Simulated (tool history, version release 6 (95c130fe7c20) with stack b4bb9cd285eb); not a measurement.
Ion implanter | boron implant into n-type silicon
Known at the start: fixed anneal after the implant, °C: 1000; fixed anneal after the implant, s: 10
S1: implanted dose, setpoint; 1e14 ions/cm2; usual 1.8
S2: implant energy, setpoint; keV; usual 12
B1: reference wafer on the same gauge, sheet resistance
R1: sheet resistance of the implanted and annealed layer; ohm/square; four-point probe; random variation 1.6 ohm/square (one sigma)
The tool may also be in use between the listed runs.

run 1 hour=0 | S1=1.43 S2=12 | B1=481.15 | R1=645.98
run 2 hour=33.8 | S1=1.43 S2=12 | B1=480.76 | R1=644.91
run 3 hour=89.2 | S1=1.8 S2=12 | B1=481.23 | R1=540.72
run 4 hour=152.8 | S1=1.8 S2=12 | B1=481.39 | R1=535.9
run 5 hour=179.9 | S1=1.8 S2=12 | B1=481.21 | R1=536.86
-- hour=207.5 gauge calibrated
run 6 hour=220.7 | S1=1.8 S2=12 | B1=480.72 | R1=542.04
run 7 hour=275.2 | S1=1.8 S2=12 | B1=481.28 | R1=540.15
run 8 hour=330.8 | S1=1.8 S2=12 | B1=481.14 | R1=538.37
run 9 hour=361.1 | S1=1.8 S2=12 | B1=480.8 | R1=538.53
run 10 hour=385.4 | S1=1.8 S2=12 | B1=481.33 | R1=540.49
-- hour=432.5 Faraday cup replaced and dose calibrated
run 11 hour=440 | S1=1.8 S2=14.5 | B1=481.09 | R1=513.74
-- hour=471.2 extraction supply calibrated
run 12 hour=506.4 | S1=1.8 S2=14.5 | B1=481 | R1=516.76
run 13 hour=543.1 | S1=1.8 S2=12 | B1=481.34 | R1=529.75
run 14 hour=568.5 | S1=1.8 S2=12 | B1=480.94 | R1=530.63
run 15 hour=619.6 | S1=1.43 S2=13.5 | B1=481.12 | R1=628.97
run 16 hour=658.1 | S1=2.33 S2=9 | B1=481.01 | R1=446.46
run 17 hour=718.5 | S1=1.56 S2=9 | B1=480.97 | R1=622.05
run 18 hour=758.9 | S1=1.99 S2=12 | B1=480.91 | R1=493.54
run 19 hour=800.1 | S1=1.8 S2=12 | B1=481.02 | R1=534.77
run 20 hour=839.2 | S1=1.99 S2=12 | B1=481.03 | R1=492.07
run 21 hour=876.8 | S1=2.18 S2=12 | B1=480.66 | R1=458.35
-- hour=895.6 gauge calibrated
run 22 hour=933 | S1=2.03 S2=10.5 | B1=481.01 | R1=496.96
run 23 hour=989.9 | S1=1.35 S2=15.5 | B1=481.19 | R1=651.39
run 24 hour=1060.5 | S1=1.35 S2=9.5 | B1=480.73 | R1=696.8
run 25 hour=1113.9 | S1=1.62 S2=14 | B1=480.94 | R1=577.22
run 26 hour=1172.6 | S1=1.8 S2=12 | B1=481.15 | R1=538.58
run 27 hour=1218.8 | S1=2.33 S2=13 | B1=481.17 | R1=434.63

Forecast each of these 3 alternatives for the next run:
run A hour=1219.2 | S1=1.8 S2=13.5 | B1=? | R1=?
run B hour=1219.2 | S1=2.34 S2=15.5 | B1=? | R1=?
run C hour=1219.2 | S1=2.19 S2=12 | B1=? | R1=?

run=A B1=480.99 R1=531.26
run=B B1=480.99 R1=422.57
run=C B1=480.99 R1=460.66
Without the tool's hidden state the same runs would have given:
run=A R1=518.54
run=B R1=412.39
run=C R1=449.5
